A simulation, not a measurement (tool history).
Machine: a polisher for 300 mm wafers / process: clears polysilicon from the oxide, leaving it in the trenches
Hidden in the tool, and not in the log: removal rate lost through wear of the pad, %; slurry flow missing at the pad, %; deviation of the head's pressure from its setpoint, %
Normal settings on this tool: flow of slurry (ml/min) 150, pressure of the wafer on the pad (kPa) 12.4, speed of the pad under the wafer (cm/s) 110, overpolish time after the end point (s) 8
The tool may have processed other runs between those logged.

run    day  flow of slurry (ml/min)  pressure of the wafer on the pad (kPa)  speed of the pad under the wafer (cm/s)  overpolish time after the end point (s)  wafers since the last listed run  wafers polished on this pad  hours since the slurry nozzle was cleaned  hours since the head pressure was calibrated  incoming thickness of the incoming film, nm  time until the end point was called (s)  dishing of a wide line in a test structure (nm)
  1      0                      150                                    12.4                                      110                                       11                                 0                          917                                      240.2                                         759.4                                        539.5                                     69.9                                             34.7
     0.079  -- worn pad replaced by a new one
  2  0.262                      150                                    12.4                                      110                                       11                                30                           30                                      246.5                                         765.7                                        547.1                                     70.3                                               35
  3  0.942                      150                                    12.4                                      110                                       11                               112                          143                                      262.8                                           782                                        541.1                                     68.5                                             35.4
  4  1.662                      150                                    12.4                                      110                                        8                               119                          262                                      280.1                                         799.3                                        528.3                                     69.4                                             32.1
  5  2.083                      150                                    12.4                                      110                                        8                                69                          332                                      290.2                                         809.4                                        542.4                                     69.1                                             32.1
  6  2.358                      150                                    12.4                                      110                                        8                                45                          377                                      296.8                                           816                                          537                                     69.5                                             31.5
     2.621  -- slurry nozzle cleaned
  7    3.7                      135                                     9.7                                      110                                        8                               215                          593                                       25.9                                         848.2                                        540.2                                     83.1                                             28.7
     3.783  -- head pressure recalibrated
  8  4.533                      135                                     9.7                                      110                                        8                               124                          717                                       45.9                                            18                                        545.3                                     85.8                                             28.8
  9  4.929                      150                                    12.4                                      110                                       11                                65                          783                                       55.4                                          27.5                                        539.9                                     64.5                                             35.9
     5.288  -- worn pad replaced by a new one
 10  5.308                      115                                    15.9                                      142                                       11                                35                            3                                       64.5                                          36.6                                        539.2                                     46.7                                             38.4
 11  5.871                      125                                    14.5                                      110                                        8                                93                           96                                         78                                          50.1                                          536                                     59.4                                             34.3
 12  6.496                      175                                     8.3                                      110                                        6                               103                          200                                         93                                          65.1                                        535.7                                     96.8                                             22.8
 13  7.192                      190                                    12.4                                      110                                        8                               115                          315                                      109.7                                          81.8                                        545.8                                     64.7                                             32.6
 14  7.525                      150                                    14.5                                      146                                       11                                55                          370                                      117.7                                          89.8                                        531.6                                     46.8                                             38.4
 15  7.825                      115                                    12.4                                      110                                        8                                49                          420                                      124.9                                            97                                        547.6                                     73.7                                             31.2
 16  8.117                      150                                    12.4                                      110                                        8                                48                          468                                      131.9                                           104                                        547.7                                     69.1                                             32.2
 17  8.742                      150                                    15.9                                      110                                       13                               103                          572                                      146.9                                           119                                        544.4                                     54.8                                             38.8

Selected run-to-run steps in time until the end point was called (s), each split into two signed amounts: the part the tool would show with no hidden state at all (from settings, incoming material and random variation), and the remainder, which goes to the hidden state together with any gauge scatter not common to the measured and the hidden-state-free results:
Run 6 -> 7: flow of slurry (ml/min) 150 -> 135, pressure of the wafer on the pad (kPa) 12.4 -> 9.7, slurry nozzle cleaned. time until the end point was called (s) +13.6: hidden state -6.3, all else +19.9.
Run 11 -> 12: flow of slurry (ml/min) 125 -> 175, pressure of the wafer on the pad (kPa) 14.5 -> 8.3, overpolish time after the end point (s) 8 -> 6. time until the end point was called (s) +37.4: hidden state +1.7, all else +35.7.
